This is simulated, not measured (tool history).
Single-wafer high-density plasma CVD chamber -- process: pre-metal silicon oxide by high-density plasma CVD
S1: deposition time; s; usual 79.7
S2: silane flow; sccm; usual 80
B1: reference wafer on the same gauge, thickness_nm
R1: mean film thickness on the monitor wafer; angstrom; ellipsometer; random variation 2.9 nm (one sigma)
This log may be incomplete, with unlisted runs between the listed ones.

| run | day | S1 | S2 | B1 | R1 |
|---|---|---|---|---|---|
| 1 | 0 | 79.7 | 80 | 586.556 | 6459.31 |
| 2 | 3.712 | 79.7 | 80 | 587.436 | 6536.77 |
| 3 | 7.983 | 79.7 | 80 | 589.357 | 6502.68 |
| 4 | 13.083 | 79.7 | 80 | 591.044 | 6521.52 |
| 5 | 16.179 | 79.7 | 80 | 592.536 | 6555.44 |
| 6 | 19.858 | 79.7 | 80 | 594.202 | 6563.63 |
| 7 | 21.517 | 79.7 | 80 | 594.984 | 6592.37 |
| 8 | 24.083 | 87.4 | 80 | 596.946 | 7231.77 |
| 9 | 28.117 | 87.4 | 80 | 599.304 | 7259.64 |
|  | 29.529 | silane flow controller replaced |
| 10 | 30.321 | 75.7 | 85 | 600.727 | 6667.79 |

Expected results for the next run?
| 11 | 33.517 | 73.9 | 92 | ? | ? |

{"run 11": {"B1": 601.785, "R1": 6914.04}}
Minus the tool's unlogged condition, the same run would have read R1 6707.48 angstrom.

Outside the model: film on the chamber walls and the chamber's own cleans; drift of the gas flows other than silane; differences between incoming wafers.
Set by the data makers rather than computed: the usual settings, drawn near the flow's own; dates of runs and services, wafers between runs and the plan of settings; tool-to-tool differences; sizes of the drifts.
